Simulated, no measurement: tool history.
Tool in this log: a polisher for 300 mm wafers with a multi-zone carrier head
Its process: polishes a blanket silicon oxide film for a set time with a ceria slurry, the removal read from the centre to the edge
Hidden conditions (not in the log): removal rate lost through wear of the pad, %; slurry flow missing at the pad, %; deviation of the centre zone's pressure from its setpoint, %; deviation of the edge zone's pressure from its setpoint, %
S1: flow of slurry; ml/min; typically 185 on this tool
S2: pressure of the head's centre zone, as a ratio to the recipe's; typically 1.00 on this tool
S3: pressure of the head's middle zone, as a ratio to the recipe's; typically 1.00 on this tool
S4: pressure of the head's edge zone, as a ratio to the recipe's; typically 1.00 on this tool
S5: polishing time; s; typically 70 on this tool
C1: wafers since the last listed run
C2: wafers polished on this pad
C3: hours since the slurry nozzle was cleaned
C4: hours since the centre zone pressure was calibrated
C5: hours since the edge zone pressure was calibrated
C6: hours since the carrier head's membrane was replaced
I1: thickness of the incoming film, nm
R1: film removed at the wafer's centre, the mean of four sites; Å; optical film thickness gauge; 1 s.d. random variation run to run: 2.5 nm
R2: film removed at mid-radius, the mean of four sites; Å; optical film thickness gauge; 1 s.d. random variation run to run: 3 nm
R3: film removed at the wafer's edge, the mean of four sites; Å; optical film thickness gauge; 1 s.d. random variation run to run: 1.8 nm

run	hour	S1	S2	S3	S4	S5	C1	C2	C3	C4	C5	C6	I1	R1	R2	R3
1	0.0	185	1.00	1.00	1.00	70	0	3923	755.4	773.9	178.9	1578.4	1141.8	2212	2252	2265
# hour 33.9: slurry nozzle cleaned
2	36.3	240	1.00	0.91	1.00	70	289	4213	2.4	810.2	215.2	1614.7	1154.6	2489	2314	2464
# hour 68.4: carrier head's membrane replaced by a new one
# hour 90.9: centre zone pressure recalibrated
3	115.3	240	1.00	1.00	1.00	84	590	4804	81.4	24.4	294.2	46.9	1139.3	2930	2961	2907
4	173.5	240	1.00	0.91	1.00	70	477	5281	139.6	82.6	352.4	105.1	1114.6	2420	2215	2406
5	251.5	210	1.07	1.09	1.00	55	640	5921	217.6	160.6	430.4	183.1	1152.1	1947	1976	1831
# hour 279.2: worn pad replaced by a new one
6	292.3	185	1.00	1.00	1.00	70	302	107	258.4	201.4	471.2	223.9	1138.5	2367	2414	2381
7	346.9	185	0.93	1.00	1.00	70	448	555	313.0	256.0	525.8	278.5	1148.0	2169	2389	2381
8	433.1	160	1.00	1.04	1.04	70	707	1262	399.2	342.2	612.0	364.7	1161.6	2250	2373	2355
9	495.1	185	1.00	1.00	0.89	77	508	1771	461.2	404.2	674.0	426.7	1126.0	2558	2525	2419
10	574.4	185	1.00	1.00	1.00	70	650	2422	540.5	483.5	753.3	506.0	1142.6	2282	2313	2320
11	639.6	185	1.00	0.89	1.10	86	535	2957	605.7	548.7	818.5	571.2	1126.8	2780	2562	2971
12	734.2	185	1.00	0.93	1.00	58	776	3733	700.3	643.3	913.1	665.8	1126.5	1857	1783	1905
13	771.9	160	1.00	0.91	1.00	70	309	4043	738.0	681.0	950.8	703.5	1139.1	2180	2070	2260
# hour 812.7: slurry nozzle cleaned
14	824.6	185	1.00	1.00	1.00	70	424	4467	11.9	733.7	1003.5	756.2	1145.7	2359	2383	2383
# hour 904.3: centre zone pressure recalibrated
15	912.3	185	1.00	0.93	1.00	58	703	5171	99.6	8.0	1091.2	843.9	1124.8	1897	1820	1941
# hour 948.0: worn pad replaced by a new one
16	958.2	185	1.00	1.00	0.93	70	343	83	145.5	53.9	1137.1	889.8	1125.5	2440	2371	2359
# hour 1023.1: edge zone pressure recalibrated
17	1030.4	185	1.00	1.00	1.06	86	576	660	217.7	126.1	7.3	962.0	1157.6	2916	2924	3031
18	1117.4	205	1.09	1.00	1.00	70	714	1374	304.7	213.1	94.3	1049.0	1150.5	2560	2385	2390
19	1432.6	185	1.00	0.89	1.00	70	2586	3961	619.9	528.3	409.5	1364.2	1153.2	2210	2043	2274
# hour 1494.0: slurry nozzle cleaned
20	1531.3	185	1.00	1.00	1.00	70	801	4762	37.3	627.0	508.2	1462.9	1127.7	2337	2402	2370
21	1585.4	185	1.00	0.94	1.00	70	444	5206	91.4	681.1	562.3	1517.0	1134.0	2271	2312	2345
22	1666.4	150	1.00	1.00	1.00	79	664	5871	172.4	762.1	643.3	1598.0	1145.7	2488	2563	2590
# hour 1710.4: worn pad replaced by a new one
# hour 1738.6: centre zone pressure recalibrated
23	1740.1	185	1.04	1.05	1.00	56	555	227	246.1	1.5	717.0	1671.7	1145.9	1958	2022	1914

Results per run with the tool's hidden condition removed, run-to-run variation unchanged:
run	R1	R2	R3
1	2520	2539	2495
2	2605	2421	2576
3	3123	3151	3082
4	2612	2385	2575
5	2142	2165	1987
6	2508	2544	2480
7	2321	2540	2499
8	2458	2571	2508
9	2800	2743	2584
10	2523	2536	2499
11	3097	2829	3221
12	2088	1987	2083
13	2482	2332	2490
14	2498	2521	2514
15	2059	1969	2085
16	2549	2466	2431
17	3097	3088	3162
18	2754	2550	2520
19	2497	2285	2491
20	2483	2547	2504
21	2449	2485	2504
22	2755	2822	2817
23	2076	2132	1992

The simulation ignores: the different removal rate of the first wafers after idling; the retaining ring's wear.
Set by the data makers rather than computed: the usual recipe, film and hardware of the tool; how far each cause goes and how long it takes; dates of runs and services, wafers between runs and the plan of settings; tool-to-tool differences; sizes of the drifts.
